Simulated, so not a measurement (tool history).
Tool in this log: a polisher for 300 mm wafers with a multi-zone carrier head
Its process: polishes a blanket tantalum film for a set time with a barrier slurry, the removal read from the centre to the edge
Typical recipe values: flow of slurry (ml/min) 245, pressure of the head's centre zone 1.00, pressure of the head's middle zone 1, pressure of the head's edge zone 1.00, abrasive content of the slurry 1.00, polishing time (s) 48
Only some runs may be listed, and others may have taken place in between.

| run | hour | flow of slurry (ml/min) | pressure of the head's centre zone | pressure of the head's middle zone | pressure of the head's edge zone | abrasive content of the slurry | polishing time (s) | incoming thickness of the incoming film, nm | film removed at the wafer's centre (angstrom) | film removed at mid-radius (angstrom) | film removed at the wafer's edge (angstrom) |
|---|---|---|---|---|---|---|---|---|---|---|---|
| 1 | 0.0 | 245 | 1.00 | 1 | 1.00 | 1.00 | 48 | 247.9 | 585 | 590 | 621 |
| 2 | 49.6 | 245 | 1.00 | 1 | 1.00 | 1.00 | 48 | 253.5 | 584 | 617 | 615 |
|  | 74.5 | worn pad replaced by a new one |
|  | 75.0 | slurry nozzle cleaned |
| 3 | 107.8 | 245 | 1.00 | 1 | 1.00 | 1.00 | 48 | 248.3 | 649 | 646 | 671 |
| 4 | 188.8 | 245 | 1.00 | 1 | 1.00 | 1.00 | 48 | 249.1 | 621 | 637 | 653 |
|  | 250.9 | worn pad replaced by a new one |
| 5 | 295.4 | 245 | 1.00 | 1 | 1.00 | 1.00 | 48 | 249.8 | 603 | 626 | 637 |
|  | 350.0 | centre zone pressure recalibrated |
| 6 | 385.6 | 245 | 1.00 | 1 | 1.00 | 1.00 | 48 | 249.5 | 601 | 614 | 622 |
|  | 431.8 | worn pad replaced by a new one |
| 7 | 461.2 | 245 | 1.00 | 1 | 1.00 | 1.00 | 48 | 251.6 | 597 | 610 | 629 |
|  | 483.4 | edge zone pressure recalibrated |
|  | 515.3 | carrier head's membrane replaced by a new one |
| 8 | 518.4 | 330 | 1.00 | 1 | 1.06 | 1.00 | 48 | 251.1 | 629 | 639 | 671 |
|  | 534.8 | slurry nozzle cleaned |
|  | 597.1 | worn pad replaced by a new one |
| 9 | 615.5 | 245 | 1.00 | 1 | 1.00 | 1.00 | 48 | 249.2 | 634 | 648 | 656 |
| 10 | 656.6 | 270 | 1.00 | 1 | 1.00 | 1.00 | 52 | 249.3 | 686 | 694 | 717 |
| 11 | 715.6 | 245 | 1.00 | 1 | 1.00 | 1.00 | 48 | 248.4 | 624 | 638 | 628 |
|  | 782.9 | worn pad replaced by a new one |
| 12 | 819.8 | 275 | 1.00 | 1 | 1.00 | 0.75 | 48 | 250.8 | 530 | 540 | 576 |
| 13 | 895.8 | 245 | 1.00 | 1 | 1.00 | 0.90 | 48 | 249.1 | 568 | 593 | 593 |

Run 14 comes next. What will it give?
| 14 | 965.3 | 245 | 0.97 | 1 | 1.12 | 0.70 | 48 | 244.3 | ? | ? | ? |

Run 14 measured film removed at the wafer's centre (angstrom) 483, film removed at mid-radius (angstrom) 511, film removed at the wafer's edge (angstrom) 548.
The same run, on a tool lacking any hidden state, would have yielded film removed at the wafer's centre (angstrom) 532, film removed at mid-radius (angstrom) 557, film removed at the wafer's edge (angstrom) 583.
